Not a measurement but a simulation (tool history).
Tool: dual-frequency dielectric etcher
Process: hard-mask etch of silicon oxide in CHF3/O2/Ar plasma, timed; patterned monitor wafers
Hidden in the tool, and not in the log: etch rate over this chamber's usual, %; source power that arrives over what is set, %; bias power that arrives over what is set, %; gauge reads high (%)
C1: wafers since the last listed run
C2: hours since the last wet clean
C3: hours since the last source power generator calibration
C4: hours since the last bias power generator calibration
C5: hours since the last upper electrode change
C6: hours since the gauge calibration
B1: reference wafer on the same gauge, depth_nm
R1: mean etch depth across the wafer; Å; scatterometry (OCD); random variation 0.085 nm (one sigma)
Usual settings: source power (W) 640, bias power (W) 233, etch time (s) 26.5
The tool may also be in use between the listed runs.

run 1 day=0 | source_power_(W)=640 bias_power_(W)=233 etch_time_(s)=30 | C1=0 C2=468.8 C3=3063.7 C4=4259.4 C5=2818.5 C6=49.6 | B1=55.6 | R1=622
run 2 day=0.646 | source_power_(W)=640 bias_power_(W)=233 etch_time_(s)=30 | C1=262 C2=484.3 C3=3079.2 C4=4274.9 C5=2834 C6=65.1 | B1=55.6 | R1=621
run 3 day=1.258 | source_power_(W)=640 bias_power_(W)=262 etch_time_(s)=26.5 | C1=249 C2=499 C3=3093.9 C4=4289.6 C5=2848.7 C6=79.8 | B1=55.6 | R1=562
run 4 day=1.85 | source_power_(W)=640 bias_power_(W)=233 etch_time_(s)=26.5 | C1=240 C2=513.2 C3=3108.1 C4=4303.8 C5=2862.9 C6=94 | B1=55.6 | R1=547
run 5 day=2.35 | source_power_(W)=640 bias_power_(W)=233 etch_time_(s)=26.5 | C1=203 C2=525.2 C3=3120.1 C4=4315.8 C5=2874.9 C6=106 | B1=55.6 | R1=546
-- day=3.396 wet clean of the chamber
run 6 day=3.417 | source_power_(W)=640 bias_power_(W)=233 etch_time_(s)=26.5 | C1=27 C2=0.5 C3=3145.7 C4=4341.4 C5=2900.5 C6=131.6 | B1=55.6 | R1=563
run 7 day=3.504 | source_power_(W)=640 bias_power_(W)=233 etch_time_(s)=26.5 | C1=35 C2=2.6 C3=3147.8 C4=4343.5 C5=2902.6 C6=133.7 | B1=55.6 | R1=563
run 8 day=3.95 | source_power_(W)=640 bias_power_(W)=233 etch_time_(s)=26.5 | C1=181 C2=13.3 C3=3158.5 C4=4354.2 C5=2913.3 C6=144.4 | B1=55.6 | R1=563
run 9 day=4.592 | source_power_(W)=640 bias_power_(W)=233 etch_time_(s)=26.5 | C1=260 C2=28.7 C3=3173.9 C4=4369.6 C5=2928.7 C6=159.8 | B1=55.6 | R1=563
run 10 day=4.842 | source_power_(W)=640 bias_power_(W)=233 etch_time_(s)=26.5 | C1=101 C2=34.7 C3=3179.9 C4=4375.6 C5=2934.7 C6=165.8 | B1=55.6 | R1=562
run 11 day=5.412 | source_power_(W)=640 bias_power_(W)=262 etch_time_(s)=26.5 | C1=232 C2=48.4 C3=3193.6 C4=4389.3 C5=2948.4 C6=179.5 | B1=55.6 | R1=576
-- day=5.654 gauge calibrated
run 12 day=5.779 | source_power_(W)=690 bias_power_(W)=202 etch_time_(s)=31 | C1=149 C2=57.2 C3=3202.4 C4=4398.1 C5=2957.2 C6=3 | B1=55.6 | R1=654
-- day=6.383 bias power generator calibrated
-- day=6.467 source power generator calibrated
-- day=6.938 upper electrode replaced
run 13 day=6.958 | source_power_(W)=640 bias_power_(W)=233 etch_time_(s)=26.5 | C1=185 C2=85.5 C3=11.8 C4=13.8 C5=0.5 C6=31.3 | B1=55.6 | R1=560
run 14 day=6.971 | source_power_(W)=640 bias_power_(W)=233 etch_time_(s)=26.5 | C1=5 C2=85.8 C3=12.1 C4=14.1 C5=0.8 C6=31.6 | B1=55.6 | R1=560
run 15 day=7.267 | source_power_(W)=530 bias_power_(W)=274 etch_time_(s)=26.5 | C1=120 C2=92.9 C3=19.2 C4=21.2 C5=7.9 C6=38.7 | B1=55.6 | R1=546
run 16 day=8.017 | source_power_(W)=640 bias_power_(W)=233 etch_time_(s)=26.5 | C1=304 C2=110.9 C3=37.2 C4=39.2 C5=25.9 C6=56.7 | B1=55.6 | R1=561
run 17 day=8.538 | source_power_(W)=640 bias_power_(W)=277 etch_time_(s)=32 | C1=211 C2=123.4 C3=49.7 C4=51.7 C5=38.4 C6=69.2 | B1=55.6 | R1=701
run 18 day=9.35 | source_power_(W)=740 bias_power_(W)=280 etch_time_(s)=26.5 | C1=330 C2=142.9 C3=69.2 C4=71.2 C5=57.9 C6=88.7 | B1=55.6 | R1=611
run 19 day=9.688 | source_power_(W)=790 bias_power_(W)=175 etch_time_(s)=31.5 | C1=137 C2=151 C3=77.3 C4=79.3 C5=66 C6=96.8 | B1=55.6 | R1=674
run 20 day=10.346 | source_power_(W)=540 bias_power_(W)=281 etch_time_(s)=26.5 | C1=267 C2=166.8 C3=93.1 C4=95.1 C5=81.8 C6=112.6 | B1=55.6 | R1=550

Measured less the same run without the tool's hidden state. The same run-to-run variation is in both; the gauge's scatter may not be:
run=1 R1=-18
run=2 R1=-19
run=3 R1=-18
run=4 R1=-17
run=5 R1=-18
run=6 R1=-2
run=7 R1=-2
run=8 R1=-3
run=9 R1=-3
run=10 R1=-3
run=11 R1=-4
run=12 R1=-5
run=13 R1=-5
run=14 R1=-5
run=15 R1=-5
run=16 R1=-6
run=17 R1=-9
run=18 R1=-8
run=19 R1=-9
run=20 R1=-8

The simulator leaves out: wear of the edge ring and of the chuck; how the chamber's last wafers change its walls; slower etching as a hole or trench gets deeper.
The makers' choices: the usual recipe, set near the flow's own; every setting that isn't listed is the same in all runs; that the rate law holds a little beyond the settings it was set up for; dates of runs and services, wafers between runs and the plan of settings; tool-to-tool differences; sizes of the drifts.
